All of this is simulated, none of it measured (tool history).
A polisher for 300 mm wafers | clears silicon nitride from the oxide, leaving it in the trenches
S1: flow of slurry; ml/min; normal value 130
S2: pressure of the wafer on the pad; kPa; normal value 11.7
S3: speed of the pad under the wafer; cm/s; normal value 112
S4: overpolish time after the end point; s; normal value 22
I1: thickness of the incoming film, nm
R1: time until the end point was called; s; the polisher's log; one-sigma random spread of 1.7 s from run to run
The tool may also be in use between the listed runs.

{"run": 1, "hour": 0.0, "S1": 130, "S2": 11.7, "S3": 112, "S4": 22, "I1": 44.5, "R1": 109.5}
{"hour": 28.4, "done": "slurry nozzle cleaned"}
{"run": 2, "hour": 32.4, "S1": 130, "S2": 11.7, "S3": 112, "S4": 22, "I1": 45.4, "R1": 97.4}
{"run": 3, "hour": 53.5, "S1": 130, "S2": 9.0, "S3": 112, "S4": 22, "I1": 44.9, "R1": 128.6}
{"run": 4, "hour": 68.0, "S1": 130, "S2": 9.0, "S3": 112, "S4": 22, "I1": 44.0, "R1": 126.5}
{"run": 5, "hour": 153.1, "S1": 130, "S2": 14.5, "S3": 112, "S4": 22, "I1": 44.2, "R1": 82.1}
{"hour": 160.8, "done": "head pressure recalibrated"}
{"run": 6, "hour": 184.7, "S1": 130, "S2": 14.5, "S3": 112, "S4": 22, "I1": 44.6, "R1": 88.0}
{"hour": 189.7, "done": "worn pad replaced by a new one"}
{"run": 7, "hour": 204.8, "S1": 120, "S2": 11.7, "S3": 112, "S4": 22, "I1": 44.9, "R1": 97.1}
{"run": 8, "hour": 231.4, "S1": 120, "S2": 11.7, "S3": 112, "S4": 22, "I1": 44.3, "R1": 96.8}
{"run": 9, "hour": 256.0, "S1": 130, "S2": 11.7, "S3": 112, "S4": 22, "I1": 45.2, "R1": 97.6}
{"run": 10, "hour": 281.5, "S1": 130, "S2": 11.7, "S3": 112, "S4": 22, "I1": 44.5, "R1": 101.2}
{"run": 11, "hour": 308.7, "S1": 130, "S2": 11.7, "S3": 112, "S4": 22, "I1": 45.0, "R1": 103.2}
{"run": 12, "hour": 329.4, "S1": 130, "S2": 11.7, "S3": 112, "S4": 13, "I1": 45.0, "R1": 103.5}
{"run": 13, "hour": 362.6, "S1": 130, "S2": 11.7, "S3": 112, "S4": 13, "I1": 44.7, "R1": 105.3}
{"run": 14, "hour": 374.9, "S1": 130, "S2": 13.8, "S3": 112, "S4": 22, "I1": 44.8, "R1": 92.9}
{"run": 15, "hour": 399.5, "S1": 130, "S2": 11.7, "S3": 112, "S4": 27, "I1": 45.7, "R1": 114.5}
{"run": 16, "hour": 425.6, "S1": 130, "S2": 11.7, "S3": 112, "S4": 22, "I1": 44.9, "R1": 113.0}
{"hour": 438.4, "done": "worn pad replaced by a new one"}
{"run": 17, "hour": 442.8, "S1": 110, "S2": 15.2, "S3": 142, "S4": 28, "I1": 45.1, "R1": 59.2}
{"run": 18, "hour": 457.1, "S1": 130, "S2": 11.7, "S3": 112, "S4": 22, "I1": 44.5, "R1": 98.1}
{"run": 19, "hour": 473.5, "S1": 130, "S2": 11.7, "S3": 76, "S4": 32, "I1": 45.3, "R1": 145.8}
{"run": 20, "hour": 562.3, "S1": 130, "S2": 11.7, "S3": 112, "S4": 22, "I1": 45.4, "R1": 108.0}
{"run": 21, "hour": 586.2, "S1": 110, "S2": 11.7, "S3": 112, "S4": 22, "I1": 44.3, "R1": 112.7}
{"hour": 591.5, "done": "head pressure recalibrated"}
{"run": 22, "hour": 615.6, "S1": 130, "S2": 9.0, "S3": 88, "S4": 22, "I1": 45.5, "R1": 186.7}
{"run": 23, "hour": 635.7, "S1": 110, "S2": 8.3, "S3": 146, "S4": 30, "I1": 44.4, "R1": 123.8}
{"hour": 658.9, "done": "worn pad replaced by a new one"}
{"run": 24, "hour": 663.0, "S1": 160, "S2": 14.5, "S3": 112, "S4": 22, "I1": 44.5, "R1": 77.7}
{"hour": 683.2, "done": "slurry nozzle cleaned"}
{"run": 25, "hour": 716.0, "S1": 100, "S2": 15.2, "S3": 96, "S4": 22, "I1": 45.8, "R1": 92.2}
{"run": 26, "hour": 744.2, "S1": 85, "S2": 11.7, "S3": 134, "S4": 12, "I1": 45.3, "R1": 89.8}
{"run": 27, "hour": 756.6, "S1": 130, "S2": 11.7, "S3": 112, "S4": 22, "I1": 45.1, "R1": 101.0}
{"run": 28, "hour": 788.6, "S1": 160, "S2": 10.3, "S3": 84, "S4": 22, "I1": 45.1, "R1": 147.4}
{"run": 29, "hour": 818.0, "S1": 170, "S2": 11.7, "S3": 130, "S4": 22, "I1": 44.9, "R1": 85.9}
{"run": 30, "hour": 845.0, "S1": 90, "S2": 13.1, "S3": 112, "S4": 10, "I1": 44.5, "R1": 98.9}
{"run": 31, "hour": 868.7, "S1": 120, "S2": 9.7, "S3": 112, "S4": 22, "I1": 45.3, "R1": 132.2}
{"hour": 903.6, "done": "worn pad replaced by a new one"}
{"run": 32, "hour": 918.1, "S1": 130, "S2": 11.7, "S3": 82, "S4": 16, "I1": 45.0, "R1": 131.2}
{"run": 33, "hour": 934.1, "S1": 90, "S2": 13.1, "S3": 150, "S4": 11, "I1": 45.4, "R1": 72.9}
{"run": 34, "hour": 957.4, "S1": 155, "S2": 15.2, "S3": 84, "S4": 10, "I1": 44.5, "R1": 100.8}
{"run": 35, "hour": 992.5, "S1": 130, "S2": 11.7, "S3": 112, "S4": 33, "I1": 44.9, "R1": 99.2}
{"run": 36, "hour": 1007.2, "S1": 100, "S2": 13.8, "S3": 142, "S4": 15, "I1": 44.2, "R1": 72.0}
{"run": 37, "hour": 1023.3, "S1": 170, "S2": 13.1, "S3": 112, "S4": 22, "I1": 44.8, "R1": 86.5}

Results for each run, recomputed without the tool's hidden state and with each run's random variation untouched:
Hidden state present: removal rate lost through wear of the pad, %; slurry flow missing at the pad, %; deviation of the head's pressure from its setpoint, %.
run=1 R1=92.7
run=2 R1=91.5
run=3 R1=119.6
run=4 R1=116.8
run=5 R1=72.4
run=6 R1=76.2
run=7 R1=94.6
run=8 R1=93.0
run=9 R1=92.5
run=10 R1=94.4
run=11 R1=94.8
run=12 R1=93.8
run=13 R1=93.6
run=14 R1=81.8
run=15 R1=99.3
run=16 R1=96.2
run=17 R1=56.2
run=18 R1=92.7
run=19 R1=136.4
run=20 R1=94.6
run=21 R1=96.0
run=22 R1=156.5
run=23 R1=100.8
run=24 R1=71.1
run=25 R1=89.1
run=26 R1=85.4
run=27 R1=95.6
run=28 R1=137.4
run=29 R1=78.8
run=30 R1=89.1
run=31 R1=117.6
run=32 R1=126.3
run=33 R1=69.1
run=34 R1=95.0
run=35 R1=91.3
run=36 R1=65.4
run=37 R1=78.5

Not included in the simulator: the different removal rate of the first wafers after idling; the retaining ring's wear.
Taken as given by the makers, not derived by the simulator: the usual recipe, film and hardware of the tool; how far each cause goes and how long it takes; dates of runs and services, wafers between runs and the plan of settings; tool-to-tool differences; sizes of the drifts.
